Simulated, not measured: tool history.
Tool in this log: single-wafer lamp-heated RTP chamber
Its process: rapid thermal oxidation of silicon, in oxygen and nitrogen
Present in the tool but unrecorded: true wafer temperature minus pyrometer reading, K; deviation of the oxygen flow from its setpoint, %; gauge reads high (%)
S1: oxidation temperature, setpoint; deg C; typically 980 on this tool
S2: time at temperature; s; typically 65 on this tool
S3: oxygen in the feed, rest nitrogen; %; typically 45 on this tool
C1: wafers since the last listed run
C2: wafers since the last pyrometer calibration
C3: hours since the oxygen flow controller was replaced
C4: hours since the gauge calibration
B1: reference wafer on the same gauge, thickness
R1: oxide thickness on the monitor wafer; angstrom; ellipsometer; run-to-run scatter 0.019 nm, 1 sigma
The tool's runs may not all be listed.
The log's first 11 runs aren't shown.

run 12 day=6.079 | S1=980 S2=65 S3=45 | C1=91 C2=7507 C3=2254.7 C4=257.1 | B1=3.869 | R1=43.98
run 13 day=6.562 | S1=980 S2=65 S3=45 | C1=124 C2=7632 C3=2266.3 C4=268.7 | B1=3.87 | R1=44.19
run 14 day=7.146 | S1=980 S2=65 S3=45 | C1=149 C2=7782 C3=2280.3 C4=282.7 | B1=3.87 | R1=43.94
-- day=7.508 gauge calibrated
-- day=7.7 pyrometer window cleaned and pyrometer calibrated
run 15 day=9.108 | S1=980 S2=65 S3=45 | C1=418 C2=362 C3=2327.4 C4=38.4 | B1=3.869 | R1=45.02
run 16 day=9.679 | S1=1009 S2=46 S3=45 | C1=146 C2=508 C3=2341.1 C4=52.1 | B1=3.871 | R1=47.7
run 17 day=9.95 | S1=980 S2=73 S3=45 | C1=69 C2=578 C3=2347.6 C4=58.6 | B1=3.87 | R1=47.24
run 18 day=10.254 | S1=980 S2=95 S3=70 | C1=78 C2=656 C3=2354.9 C4=65.9 | B1=3.87 | R1=61.71
run 19 day=10.608 | S1=980 S2=54 S3=45 | C1=91 C2=747 C3=2363.4 C4=74.4 | B1=3.868 | R1=42.12
run 20 day=11.062 | S1=970 S2=56 S3=45 | C1=116 C2=864 C3=2374.3 C4=85.3 | B1=3.87 | R1=39.51
-- day=12.054 pyrometer window cleaned and pyrometer calibrated, repeated, since the last time left the tool worse
run 21 day=12.075 | S1=980 S2=65 S3=45 | C1=174 C2=5 C3=2398.6 C4=109.6 | B1=3.864 | R1=42.57
run 22 day=12.108 | S1=980 S2=73 S3=45 | C1=8 C2=13 C3=2399.4 C4=110.4 | B1=3.863 | R1=44.54
-- day=13.775 oxygen flow controller replaced
run 23 day=13.867 | S1=994 S2=38 S3=45 | C1=366 C2=380 C3=2.2 C4=152.6 | B1=3.87 | R1=37.73
run 24 day=14.342 | S1=980 S2=65 S3=45 | C1=122 C2=502 C3=13.6 C4=164 | B1=3.869 | R1=42.58
run 25 day=14.612 | S1=980 S2=65 S3=45 | C1=69 C2=571 C3=20.1 C4=170.5 | B1=3.87 | R1=42.36
run 26 day=14.992 | S1=980 S2=65 S3=45 | C1=97 C2=669 C3=29.2 C4=179.6 | B1=3.869 | R1=42.48

Run 27 comes next. What will it give?
run 27 day=15.367 | S1=980 S2=81 S3=45 | C1=96 C2=765 C3=38.2 C4=188.6 | B1=? | R1=?

Logged for run 27: B1 3.869, R1 46.32 angstrom.
Were there no unlogged condition in the tool, this run, its random variation unchanged, would have produced R1 46.1 angstrom.
